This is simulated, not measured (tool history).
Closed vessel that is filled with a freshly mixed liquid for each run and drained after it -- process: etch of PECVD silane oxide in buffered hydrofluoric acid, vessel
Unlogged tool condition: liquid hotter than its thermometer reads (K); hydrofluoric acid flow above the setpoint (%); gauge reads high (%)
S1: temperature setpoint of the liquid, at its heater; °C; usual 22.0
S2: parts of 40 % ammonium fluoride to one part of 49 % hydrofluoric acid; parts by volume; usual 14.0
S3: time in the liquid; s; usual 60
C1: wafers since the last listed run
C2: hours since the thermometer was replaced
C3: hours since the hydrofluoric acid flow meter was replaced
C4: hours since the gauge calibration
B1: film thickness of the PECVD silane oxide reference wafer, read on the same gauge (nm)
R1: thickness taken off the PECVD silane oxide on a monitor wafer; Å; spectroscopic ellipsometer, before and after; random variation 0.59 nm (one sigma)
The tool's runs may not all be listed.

{"run": 1, "hour": 0.0, "S1": 22.0, "S2": 14.0, "S3": 60, "C1": 0, "C2": 638.3, "C3": 1160.4, "C4": 337.7, "B1": 109.96, "R1": 2036.8}
{"hour": 21.0, "done": "thermometer replaced"}
{"run": 2, "hour": 76.8, "S1": 22.0, "S2": 14.0, "S3": 60, "C1": 7637, "C2": 55.8, "C3": 1237.2, "C4": 414.5, "B1": 109.98, "R1": 1949.5}
{"run": 3, "hour": 180.1, "S1": 22.0, "S2": 14.0, "S3": 60, "C1": 10408, "C2": 159.1, "C3": 1340.5, "C4": 517.8, "B1": 109.97, "R1": 1947.5}
{"run": 4, "hour": 263.2, "S1": 25.5, "S2": 14.0, "S3": 60, "C1": 8372, "C2": 242.2, "C3": 1423.6, "C4": 600.9, "B1": 110.01, "R1": 2384.9}
{"run": 5, "hour": 361.8, "S1": 22.0, "S2": 16.0, "S3": 60, "C1": 9934, "C2": 340.8, "C3": 1522.2, "C4": 699.5, "B1": 109.98, "R1": 1740.5}
{"run": 6, "hour": 443.2, "S1": 22.0, "S2": 16.0, "S3": 60, "C1": 8201, "C2": 422.2, "C3": 1603.6, "C4": 780.9, "B1": 109.97, "R1": 1754.8}
{"run": 7, "hour": 506.5, "S1": 25.0, "S2": 18.0, "S3": 60, "C1": 6377, "C2": 485.5, "C3": 1666.9, "C4": 844.2, "B1": 110.03, "R1": 1844.0}
{"run": 8, "hour": 611.4, "S1": 25.0, "S2": 18.0, "S3": 60, "C1": 10569, "C2": 590.4, "C3": 1771.8, "C4": 949.1, "B1": 109.94, "R1": 1849.8}
{"hour": 633.5, "done": "thermometer replaced"}
{"run": 9, "hour": 703.0, "S1": 25.0, "S2": 18.0, "S3": 60, "C1": 9128, "C2": 69.5, "C3": 1863.4, "C4": 1040.7, "B1": 109.99, "R1": 1788.7}
{"run": 10, "hour": 759.2, "S1": 22.0, "S2": 14.0, "S3": 60, "C1": 5662, "C2": 125.7, "C3": 1919.6, "C4": 1096.9, "B1": 110.02, "R1": 1958.2}
{"run": 11, "hour": 828.1, "S1": 22.0, "S2": 15.5, "S3": 70, "C1": 6942, "C2": 194.6, "C3": 1988.5, "C4": 1165.8, "B1": 109.97, "R1": 2064.2}
{"run": 12, "hour": 934.6, "S1": 22.0, "S2": 14.0, "S3": 60, "C1": 10730, "C2": 301.1, "C3": 2095.0, "C4": 1272.3, "B1": 109.98, "R1": 1975.7}
{"run": 13, "hour": 1001.2, "S1": 22.0, "S2": 14.0, "S3": 60, "C1": 6710, "C2": 367.7, "C3": 2161.6, "C4": 1338.9, "B1": 110.03, "R1": 1980.4}
{"hour": 1053.6, "done": "hydrofluoric acid flow meter replaced"}
{"run": 14, "hour": 1082.6, "S1": 22.0, "S2": 17.5, "S3": 60, "C1": 8100, "C2": 449.1, "C3": 29.0, "C4": 1420.3, "B1": 109.99, "R1": 1603.9}
{"run": 15, "hour": 1149.2, "S1": 17.5, "S2": 18.5, "S3": 85, "C1": 6710, "C2": 515.7, "C3": 95.6, "C4": 1486.9, "B1": 109.97, "R1": 1675.2}
{"hour": 1199.4, "done": "thermometer replaced"}
{"run": 16, "hour": 1240.8, "S1": 20.0, "S2": 14.0, "S3": 60, "C1": 9128, "C2": 41.4, "C3": 187.2, "C4": 1578.5, "B1": 109.97, "R1": 1735.2}
{"hour": 1298.3, "done": "gauge calibrated"}
{"run": 17, "hour": 1309.7, "S1": 22.0, "S2": 14.0, "S3": 85, "C1": 6942, "C2": 110.3, "C3": 256.1, "C4": 11.4, "B1": 109.98, "R1": 2764.4}
{"run": 18, "hour": 1371.3, "S1": 22.0, "S2": 14.0, "S3": 60, "C1": 6206, "C2": 171.9, "C3": 317.7, "C4": 73.0, "B1": 109.99, "R1": 1967.4}
{"run": 19, "hour": 1444.5, "S1": 20.0, "S2": 12.5, "S3": 60, "C1": 7375, "C2": 245.1, "C3": 390.9, "C4": 146.2, "B1": 110.02, "R1": 1968.1}
{"run": 20, "hour": 1537.6, "S1": 22.0, "S2": 9.0, "S3": 60, "C1": 9380, "C2": 338.2, "C3": 484.0, "C4": 239.3, "B1": 110.0, "R1": 2947.0}
{"run": 21, "hour": 1622.3, "S1": 22.0, "S2": 14.0, "S3": 60, "C1": 8534, "C2": 422.9, "C3": 568.7, "C4": 324.0, "B1": 109.99, "R1": 1982.4}
{"run": 22, "hour": 1670.9, "S1": 22.0, "S2": 16.5, "S3": 60, "C1": 4896, "C2": 471.5, "C3": 617.3, "C4": 372.6, "B1": 110.02, "R1": 1692.1}
{"run": 23, "hour": 1714.8, "S1": 22.0, "S2": 10.0, "S3": 85, "C1": 4423, "C2": 515.4, "C3": 661.2, "C4": 416.5, "B1": 109.94, "R1": 3927.1}
{"run": 24, "hour": 1805.8, "S1": 26.0, "S2": 14.0, "S3": 40, "C1": 9168, "C2": 606.4, "C3": 752.2, "C4": 507.5, "B1": 110.01, "R1": 1670.9}
{"hour": 1864.3, "done": "thermometer replaced"}
{"run": 25, "hour": 1911.7, "S1": 24.5, "S2": 11.0, "S3": 30, "C1": 10569, "C2": 47.4, "C3": 858.1, "C4": 613.4, "B1": 109.99, "R1": 1411.6}
{"run": 26, "hour": 1959.8, "S1": 20.5, "S2": 9.5, "S3": 75, "C1": 4846, "C2": 95.5, "C3": 906.2, "C4": 661.5, "B1": 109.94, "R1": 3195.8}
{"run": 27, "hour": 2011.3, "S1": 22.0, "S2": 14.0, "S3": 60, "C1": 5189, "C2": 147.0, "C3": 957.7, "C4": 713.0, "B1": 110.02, "R1": 1960.4}

5 ways to go on from here, each from the tool as it stands after run 27. What would each give?
{"run": "A", "hour": 2012.0, "S1": 22.0, "S2": 14.0, "S3": 60, "C1": 70, "C2": 147.7, "C3": 958.4, "C4": 713.7, "B1": "?", "R1": "?"}
{"run": "B", "hour": 2012.0, "S1": 18.0, "S2": 14.0, "S3": 30, "C1": 70, "C2": 147.7, "C3": 958.4, "C4": 713.7, "B1": "?", "R1": "?"}
{"run": "C", "hour": 2012.0, "S1": 25.0, "S2": 10.5, "S3": 60, "C1": 70, "C2": 147.7, "C3": 958.4, "C4": 713.7, "B1": "?", "R1": "?"}
{"run": "D", "hour": 2012.0, "S1": 18.5, "S2": 14.0, "S3": 60, "C1": 70, "C2": 147.7, "C3": 958.4, "C4": 713.7, "B1": "?", "R1": "?"}
{"run": "E", "hour": 2012.0, "S1": 25.0, "S2": 11.5, "S3": 30, "C1": 70, "C2": 147.7, "C3": 958.4, "C4": 713.7, "B1": "?", "R1": "?"}

run=A B1=110.00 R1=1962.7
run=B B1=110.00 R1=784.5
run=C B1=110.00 R1=3063.6
run=D B1=110.00 R1=1614.0
run=E B1=110.00 R1=1401.8
Take away the tool's hidden state, keep each run's random variation, and the runs would have read:
run=A R1=1942.2
run=B R1=776.0
run=C R1=3032.3
run=D R1=1596.7
run=E R1=1387.5

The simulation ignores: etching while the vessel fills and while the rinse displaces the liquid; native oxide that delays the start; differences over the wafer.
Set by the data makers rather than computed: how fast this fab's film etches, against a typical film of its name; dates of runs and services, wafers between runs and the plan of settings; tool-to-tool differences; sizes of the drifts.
